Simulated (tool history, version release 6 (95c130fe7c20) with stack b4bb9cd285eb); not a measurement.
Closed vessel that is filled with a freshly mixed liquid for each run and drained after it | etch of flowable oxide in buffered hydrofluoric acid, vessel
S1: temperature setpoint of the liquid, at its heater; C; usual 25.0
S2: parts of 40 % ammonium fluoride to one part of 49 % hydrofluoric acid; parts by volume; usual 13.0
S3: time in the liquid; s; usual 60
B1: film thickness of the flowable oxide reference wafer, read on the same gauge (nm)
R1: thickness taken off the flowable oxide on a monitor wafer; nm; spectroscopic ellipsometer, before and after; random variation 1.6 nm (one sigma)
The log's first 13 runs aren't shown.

run	hour	S1	S2	S3	B1	R1
14	732.5	25.0	11.0	85	110.04	425.78
15	880.4	28.0	10.0	35	109.99	223.50
# hour 916.7: gauge calibrated
16	935.5	25.0	13.0	60	109.98	254.10
17	979.9	25.0	13.0	60	110.01	253.02
18	1023.5	28.5	15.0	90	109.99	403.22
19	1070.8	25.0	10.0	75	109.98	409.56
20	1095.9	25.0	13.0	60	110.00	254.76
21	1159.1	23.5	13.0	95	109.99	367.85
22	1226.8	20.5	16.0	75	110.01	202.83
# hour 1277.8: hydrofluoric acid flow meter replaced
23	1292.7	25.0	13.0	60	109.99	255.76
24	1318.5	22.5	8.0	35	109.98	203.75
25	1477.2	26.5	10.0	60	110.02	363.63
26	1537.8	25.0	8.0	60	110.00	401.19
27	1603.5	21.5	8.5	60	109.98	309.74
28	1663.9	26.5	15.5	35	109.94	137.77
29	1688.9	25.0	13.0	60	110.00	258.23
30	1753.0	25.0	13.0	90	109.99	383.94
31	1823.8	22.5	15.0	60	110.01	195.73
32	1854.0	25.0	15.0	60	110.01	225.41
33	1916.7	30.0	14.5	30	110.03	150.19

4 ways to go on from here, each from the tool as it stands after run 33. What would each give?
A	1917.4	25.0	13.0	60	?	?
B	1917.4	28.0	10.5	50	?	?
C	1917.4	20.5	8.5	60	?	?
D	1917.4	25.0	11.0	60	?	?

run	B1	R1
A	109.97	257.69
B	109.97	310.59
C	109.97	295.71
D	109.97	303.36
Without the tool's hidden state the same runs would have given:
run	R1
A	252.30
B	304.22
C	289.35
D	297.03
